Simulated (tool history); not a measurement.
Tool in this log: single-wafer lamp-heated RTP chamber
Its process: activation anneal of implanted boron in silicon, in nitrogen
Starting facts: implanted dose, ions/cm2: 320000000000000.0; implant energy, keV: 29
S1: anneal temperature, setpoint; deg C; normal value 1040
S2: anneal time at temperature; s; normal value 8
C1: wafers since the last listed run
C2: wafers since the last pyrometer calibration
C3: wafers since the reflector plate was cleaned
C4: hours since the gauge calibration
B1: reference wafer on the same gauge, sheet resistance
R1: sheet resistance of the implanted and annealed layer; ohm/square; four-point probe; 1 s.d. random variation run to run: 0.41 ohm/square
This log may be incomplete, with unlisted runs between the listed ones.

run   hour    S1  S2   C1    C2     C3     C4      B1      R1
  1    0.0  1040   8    0  5873  11880   43.2  293.99  274.02
  2   14.6  1040   8  149  6022  12029   57.8  294.24  273.47
  3   24.5  1040   8  101  6123  12130   67.7  294.34  273.67
  4   32.7  1040   9   83  6207  12214   75.9  294.44  274.15
  5   50.3  1040   8  179  6386  12394   93.5  294.76  273.83
  6   56.5  1040   8   63  6450  12457   99.7  294.85  274.39
  7  106.9  1040   8  515  6965  12972  150.1  295.16  274.09
     116.2  -- reflector plate cleaned
  8  124.3  1040   8   96  7061     83  167.5  295.20  275.01
     137.3  -- pyrometer window cleaned and pyrometer calibrated
  9  137.8  1040   8   56     5    139  181.0  295.34  274.83
 10  148.1  1040   8  105   110    244  191.3  295.37  274.68
 11  158.2  1012   3  103   213    347  201.4  295.52  281.74
 12  169.5  1020  10  115   329    463  212.7  295.39  276.54
 13  184.1  1056   5  149   478    612  227.3  295.43  275.06
     188.2  -- gauge calibrated
 14  192.0  1040   8   80   558    693    3.8  293.10  271.98
 15  200.5  1058   5   86   645    779   12.3  293.41  272.26
 16  216.4  1052   9  162   808    942   28.2  293.65  272.35
 17  231.3  1050   8  152   960   1094   43.1  294.07  272.55
 18  248.6  1040   8  176  1137   1271   60.4  294.52  274.19
 19  258.9  1040   8  105  1242   1376   70.7  294.73  274.08
 20  271.0  1040   8  123  1366   1500   82.8  294.79  273.71

What the log doesn't show, run by run:
true wafer temperature minus pyrometer reading, K: 0 across all the runs
wafer temperature error from the tarnished reflector plate, K: 0 across all the runs
H1: gauge reads high (%)
run       H1
  1    0.337
  2    0.434
  3     0.49
  4    0.531
  5    0.607
  6    0.629
  7     0.76
  8    0.789
  9    0.807
 10     0.82
 11     0.83
 12     0.84
 13    0.851
 14  0.00971
 15    0.107
 16    0.262
 17    0.381
 18    0.494
 19     0.55
 20    0.607
